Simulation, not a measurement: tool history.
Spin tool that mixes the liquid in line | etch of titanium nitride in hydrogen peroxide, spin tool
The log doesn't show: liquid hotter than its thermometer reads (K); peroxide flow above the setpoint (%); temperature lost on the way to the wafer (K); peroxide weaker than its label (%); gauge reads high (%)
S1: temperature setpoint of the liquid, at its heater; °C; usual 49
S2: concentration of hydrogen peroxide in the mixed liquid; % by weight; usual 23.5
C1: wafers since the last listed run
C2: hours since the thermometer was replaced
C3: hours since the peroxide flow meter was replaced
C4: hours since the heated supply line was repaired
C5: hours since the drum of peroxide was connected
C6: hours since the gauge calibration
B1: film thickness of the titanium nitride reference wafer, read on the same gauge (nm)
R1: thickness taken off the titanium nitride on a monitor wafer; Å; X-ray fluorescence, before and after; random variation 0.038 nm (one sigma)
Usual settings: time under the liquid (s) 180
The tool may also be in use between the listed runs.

{"run": 1, "hour": 0.0, "S1": 49, "S2": 23.5, "time under the liquid (s)": 180, "C1": 0, "C2": 640.7, "C3": 1671.8, "C4": 1466.7, "C5": 176.7, "C6": 1648.2, "B1": 100, "R1": 65}
{"hour": 3.7, "done": "thermometer replaced"}
{"run": 2, "hour": 46.5, "S1": 51.5, "S2": 23.5, "time under the liquid (s)": 205, "C1": 406, "C2": 42.8, "C3": 1718.3, "C4": 1513.2, "C5": 223.2, "C6": 1694.7, "B1": 99.99, "R1": 88.4}
{"run": 3, "hour": 89.1, "S1": 51.5, "S2": 23.5, "time under the liquid (s)": 205, "C1": 380, "C2": 85.4, "C3": 1760.9, "C4": 1555.8, "C5": 265.8, "C6": 1737.3, "B1": 100.03, "R1": 88.6}
{"run": 4, "hour": 156.0, "S1": 51.5, "S2": 23.5, "time under the liquid (s)": 205, "C1": 596, "C2": 152.3, "C3": 1827.8, "C4": 1622.7, "C5": 332.7, "C6": 1804.2, "B1": 100.02, "R1": 89.2}
{"hour": 215.9, "done": "new drum of peroxide connected"}
{"run": 5, "hour": 219.4, "S1": 49, "S2": 23.5, "time under the liquid (s)": 265, "C1": 556, "C2": 215.7, "C3": 1891.2, "C4": 1686.1, "C5": 3.5, "C6": 1867.6, "B1": 100.02, "R1": 95.3}
{"run": 6, "hour": 249.0, "S1": 49, "S2": 23.5, "time under the liquid (s)": 105, "C1": 264, "C2": 245.3, "C3": 1920.8, "C4": 1715.7, "C5": 33.1, "C6": 1897.2, "B1": 99.98, "R1": 37.9}
{"hour": 289.1, "done": "gauge calibrated"}
{"run": 7, "hour": 304.8, "S1": 55, "S2": 26.5, "time under the liquid (s)": 260, "C1": 497, "C2": 301.1, "C3": 1976.6, "C4": 1771.5, "C5": 88.9, "C6": 15.7, "B1": 100.01, "R1": 148.6}
{"hour": 307.4, "done": "peroxide flow meter replaced"}
{"run": 8, "hour": 330.0, "S1": 49, "S2": 21.5, "time under the liquid (s)": 110, "C1": 215, "C2": 326.3, "C3": 22.6, "C4": 1796.7, "C5": 114.1, "C6": 40.9, "B1": 100.04, "R1": 38.9}
{"run": 9, "hour": 384.7, "S1": 49, "S2": 23.5, "time under the liquid (s)": 75, "C1": 488, "C2": 381, "C3": 77.3, "C4": 1851.4, "C5": 168.8, "C6": 95.6, "B1": 99.97, "R1": 26.9}
{"run": 10, "hour": 447.1, "S1": 49, "S2": 25.5, "time under the liquid (s)": 180, "C1": 556, "C2": 443.4, "C3": 139.7, "C4": 1913.8, "C5": 231.2, "C6": 158, "B1": 100, "R1": 65.9}
{"run": 11, "hour": 486.0, "S1": 52, "S2": 19, "time under the liquid (s)": 180, "C1": 347, "C2": 482.3, "C3": 178.6, "C4": 1952.7, "C5": 270.1, "C6": 196.9, "B1": 100.02, "R1": 76.7}
{"run": 12, "hour": 525.5, "S1": 49, "S2": 23.5, "time under the liquid (s)": 180, "C1": 352, "C2": 521.8, "C3": 218.1, "C4": 1992.2, "C5": 309.6, "C6": 236.4, "B1": 100.01, "R1": 64.5}
{"run": 13, "hour": 583.7, "S1": 49, "S2": 23.5, "time under the liquid (s)": 180, "C1": 519, "C2": 580, "C3": 276.3, "C4": 2050.4, "C5": 367.8, "C6": 294.6, "B1": 100, "R1": 64.5}
{"hour": 618.2, "done": "new drum of peroxide connected"}
{"run": 14, "hour": 646.5, "S1": 41, "S2": 30, "time under the liquid (s)": 275, "C1": 551, "C2": 642.8, "C3": 339.1, "C4": 2113.2, "C5": 28.3, "C6": 357.4, "B1": 100, "R1": 57.9}
{"hour": 670.6, "done": "thermometer replaced"}
{"hour": 712.2, "done": "heated supply line repaired"}
{"run": 15, "hour": 713.7, "S1": 49, "S2": 28.5, "time under the liquid (s)": 180, "C1": 581, "C2": 43.1, "C3": 406.3, "C4": 1.5, "C5": 95.5, "C6": 424.6, "B1": 99.98, "R1": 67.7}
{"run": 16, "hour": 738.6, "S1": 40, "S2": 23.5, "time under the liquid (s)": 140, "C1": 222, "C2": 68, "C3": 431.2, "C4": 26.4, "C5": 120.4, "C6": 449.5, "B1": 99.98, "R1": 25.8}
{"run": 17, "hour": 775.8, "S1": 49, "S2": 23.5, "time under the liquid (s)": 275, "C1": 331, "C2": 105.2, "C3": 468.4, "C4": 63.6, "C5": 157.6, "C6": 486.7, "B1": 99.98, "R1": 97.5}
{"run": 18, "hour": 804.1, "S1": 54.5, "S2": 19.5, "time under the liquid (s)": 180, "C1": 252, "C2": 133.5, "C3": 496.7, "C4": 91.9, "C5": 185.9, "C6": 515, "B1": 99.97, "R1": 93.2}
{"run": 19, "hour": 865.7, "S1": 53, "S2": 20, "time under the liquid (s)": 145, "C1": 549, "C2": 195.1, "C3": 558.3, "C4": 153.5, "C5": 247.5, "C6": 576.6, "B1": 100.02, "R1": 67.3}
{"run": 20, "hour": 930.1, "S1": 45, "S2": 20, "time under the liquid (s)": 180, "C1": 574, "C2": 259.5, "C3": 622.7, "C4": 217.9, "C5": 311.9, "C6": 641, "B1": 99.96, "R1": 46.8}
{"hour": 1079.3, "done": "new drum of peroxide connected"}
{"run": 21, "hour": 1079.8, "S1": 39.5, "S2": 23.5, "time under the liquid (s)": 85, "C1": 1326, "C2": 409.2, "C3": 772.4, "C4": 367.6, "C5": 0.5, "C6": 790.7, "B1": 100, "R1": 15.1}
{"run": 22, "hour": 1115.5, "S1": 49, "S2": 23.5, "time under the liquid (s)": 180, "C1": 318, "C2": 444.9, "C3": 808.1, "C4": 403.3, "C5": 36.2, "C6": 826.4, "B1": 100.01, "R1": 64.7}
{"run": 23, "hour": 1163.1, "S1": 42.5, "S2": 23.5, "time under the liquid (s)": 145, "C1": 424, "C2": 492.5, "C3": 855.7, "C4": 450.9, "C5": 83.8, "C6": 874, "B1": 100.03, "R1": 32.3}
{"run": 24, "hour": 1210.4, "S1": 49, "S2": 23.5, "time under the liquid (s)": 180, "C1": 422, "C2": 539.8, "C3": 903, "C4": 498.2, "C5": 131.1, "C6": 921.3, "B1": 100.01, "R1": 64.8}
{"run": 25, "hour": 1274.2, "S1": 49, "S2": 23.5, "time under the liquid (s)": 230, "C1": 569, "C2": 603.6, "C3": 966.8, "C4": 562, "C5": 194.9, "C6": 985.1, "B1": 99.98, "R1": 82.9}
{"hour": 1300.4, "done": "thermometer replaced"}
{"run": 26, "hour": 1331.0, "S1": 40.5, "S2": 30, "time under the liquid (s)": 110, "C1": 497, "C2": 30.6, "C3": 1023.6, "C4": 618.8, "C5": 251.7, "C6": 1041.9, "B1": 100.02, "R1": 22.1}

How the hidden state differs across the entries between the runs, from the last listed run before each to the first after it:
Between runs 1 and 2: thermometer replaced (hour 3.7)
  no hidden state differs between the two runs
Between runs 4 and 5: new drum of peroxide connected (hour 215.9)
  no hidden state differs between the two runs
Between runs 6 and 7: gauge calibrated (hour 289.1)
  no hidden state differs between the two runs
Between runs 7 and 8: peroxide flow meter replaced (hour 307.4)
  no hidden state differs between the two runs
Between runs 13 and 14: new drum of peroxide connected (hour 618.2)
  no hidden state differs between the two runs
Between runs 14 and 15: thermometer replaced (hour 670.6); heated supply line repaired (hour 712.2)
  no hidden state differs between the two runs
Between runs 20 and 21: new drum of peroxide connected (hour 1079.3)
  no hidden state differs between the two runs
Between runs 25 and 26: thermometer replaced (hour 1300.4)
  no hidden state differs between the two runs
